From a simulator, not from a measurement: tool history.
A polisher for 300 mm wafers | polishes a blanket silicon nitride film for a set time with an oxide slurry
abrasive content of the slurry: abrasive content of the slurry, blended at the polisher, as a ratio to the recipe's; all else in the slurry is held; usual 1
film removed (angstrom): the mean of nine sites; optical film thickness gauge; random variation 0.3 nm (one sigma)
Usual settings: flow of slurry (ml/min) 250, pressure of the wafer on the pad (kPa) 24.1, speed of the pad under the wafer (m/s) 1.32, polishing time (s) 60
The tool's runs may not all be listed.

| run | hour | flow of slurry (ml/min) | pressure of the wafer on the pad (kPa) | speed of the pad under the wafer (m/s) | abrasive content of the slurry | polishing time (s) | wafers since the last listed run | wafers polished on this pad | hours since the slurry nozzle was cleaned | hours since the head pressure was calibrated | hours since the slurry blender was calibrated | hours since the conditioning disc was replaced | incoming thickness of the incoming film, nm | film removed (angstrom) |
|---|---|---|---|---|---|---|---|---|---|---|---|---|---|---|
| 1 | 0 | 250 | 24.1 | 1.68 | 0.9 | 60 | 0 | 914 | 134.8 | 78.1 | 297 | 182.4 | 615 | 441 |
|  | 8.4 | conditioning disc replaced and pad reconditioned |
| 2 | 24.8 | 250 | 24.1 | 1.68 | 0.9 | 60 | 204 | 1118 | 159.6 | 102.9 | 321.8 | 16.4 | 615.5 | 440 |
|  | 32.7 | worn pad replaced by a new one |
| 3 | 48.8 | 250 | 24.1 | 1.32 | 1 | 60 | 179 | 144 | 183.6 | 126.9 | 345.8 | 40.4 | 624.4 | 407 |
| 4 | 70.1 | 250 | 24.1 | 1.32 | 1 | 60 | 191 | 336 | 204.9 | 148.2 | 367.1 | 61.7 | 620.4 | 395 |
|  | 107.4 | slurry blender recalibrated |
| 5 | 131.4 | 250 | 24.1 | 1.32 | 1 | 60 | 532 | 868 | 266.2 | 209.5 | 24 | 123 | 619.9 | 393 |
| 6 | 164.7 | 250 | 24.1 | 1.32 | 1 | 60 | 299 | 1168 | 299.5 | 242.8 | 57.3 | 156.3 | 627.3 | 394 |
|  | 182.5 | conditioning disc replaced and pad reconditioned |
| 7 | 185.6 | 250 | 24.1 | 1.32 | 1 | 60 | 169 | 1337 | 320.4 | 263.7 | 78.2 | 3.1 | 617.5 | 396 |
|  | 191.7 | worn pad replaced by a new one |
| 8 | 206.4 | 195 | 24.1 | 1.32 | 1 | 60 | 150 | 131 | 341.2 | 284.5 | 99 | 23.9 | 629.1 | 393 |
|  | 218.8 | slurry nozzle cleaned |
| 9 | 234.3 | 195 | 24.1 | 1.32 | 1 | 60 | 241 | 373 | 15.5 | 312.4 | 126.9 | 51.8 | 615 | 393 |
| 10 | 252 | 195 | 24.1 | 1.32 | 1 | 60 | 159 | 532 | 33.2 | 330.1 | 144.6 | 69.5 | 618.7 | 387 |
|  | 265.2 | head pressure recalibrated |
| 11 | 268 | 310 | 24.1 | 1.32 | 0.85 | 60 | 125 | 658 | 49.2 | 2.8 | 160.6 | 85.5 | 619.5 | 365 |
| 12 | 284.9 | 310 | 24.1 | 1.32 | 0.85 | 60 | 151 | 810 | 66.1 | 19.7 | 177.5 | 102.4 | 613.4 | 368 |
| 13 | 297.3 | 290 | 24.1 | 1.32 | 1 | 60 | 111 | 921 | 78.5 | 32.1 | 189.9 | 114.8 | 612.5 | 402 |
| 14 | 325 | 250 | 24.1 | 1.32 | 1 | 60 | 248 | 1170 | 106.2 | 59.8 | 217.6 | 142.5 | 619.8 | 396 |
|  | 337.2 | worn pad replaced by a new one |
|  | 353 | conditioning disc replaced and pad reconditioned |
| 15 | 358.1 | 250 | 24.1 | 0.9 | 1.1 | 60 | 243 | 169 | 139.3 | 92.9 | 250.7 | 5.1 | 624.8 | 331 |
| 16 | 377.1 | 250 | 24.1 | 1.7 | 1 | 60 | 170 | 340 | 158.3 | 111.9 | 269.7 | 24.1 | 626.1 | 478 |
| 17 | 391.7 | 250 | 26.2 | 1 | 1 | 78 | 131 | 471 | 172.9 | 126.5 | 284.3 | 38.7 | 615.2 | 460 |
| 18 | 467.8 | 160 | 24.1 | 1.06 | 1 | 73 | 683 | 1155 | 249 | 202.6 | 360.4 | 114.8 | 620 | 394 |
|  | 491.5 | worn pad replaced by a new one |
| 19 | 501.3 | 250 | 24.1 | 1.06 | 1 | 60 | 265 | 87 | 282.5 | 236.1 | 393.9 | 148.3 | 610.4 | 349 |
|  | 515.9 | slurry blender recalibrated |
|  | 523.5 | conditioning disc replaced and pad reconditioned |
| 20 | 526.7 | 215 | 24.1 | 1.32 | 1 | 60 | 192 | 280 | 307.9 | 261.5 | 10.8 | 3.2 | 619.7 | 395 |
|  | 533.9 | head pressure recalibrated |
| 21 | 540 | 250 | 24.1 | 1.32 | 1 | 60 | 101 | 381 | 321.2 | 6.1 | 24.1 | 16.5 | 624.9 | 400 |
| 22 | 562.9 | 295 | 18.6 | 1.32 | 1 | 66 | 205 | 587 | 344.1 | 29 | 47 | 39.4 | 613.5 | 359 |
| 23 | 589.4 | 250 | 29.6 | 1.32 | 1 | 60 | 238 | 825 | 370.6 | 55.5 | 73.5 | 65.9 | 619 | 473 |
|  | 613.1 | slurry nozzle cleaned |
| 24 | 615.2 | 250 | 24.1 | 1.32 | 1 | 60 | 222 | 1048 | 2.1 | 81.3 | 99.3 | 91.7 | 618.7 | 397 |
|  | 635.2 | worn pad replaced by a new one |
| 25 | 643.5 | 250 | 24.1 | 1.72 | 1 | 67 | 218 | 74 | 30.4 | 109.6 | 127.6 | 120 | 623.9 | 548 |
| 26 | 666.6 | 250 | 26.2 | 1.32 | 1 | 60 | 207 | 282 | 53.5 | 132.7 | 150.7 | 143.1 | 614.9 | 427 |

3 ways to go on from here, each from the tool as it stands after run 26. What would each give?
| A | 667 | 250 | 32.4 | 1.32 | 1 | 60 | 3 | 286 | 53.9 | 133.1 | 151.1 | 143.5 | 617.7 | ? |
| B | 667 | 335 | 27.6 | 1.5 | 1 | 75 | 3 | 286 | 53.9 | 133.1 | 151.1 | 143.5 | 617.7 | ? |
| C | 667 | 165 | 24.1 | 1.32 | 1 | 60 | 3 | 286 | 53.9 | 133.1 | 151.1 | 143.5 | 617.7 | ? |

| run | film removed (angstrom) |
|---|---|
| A | 518 |
| B | 630 |
| C | 380 |
Without the tool's hidden state the same runs would have given:
| run | film removed (angstrom) |
|---|---|
| A | 530 |
| B | 644 |
| C | 388 |
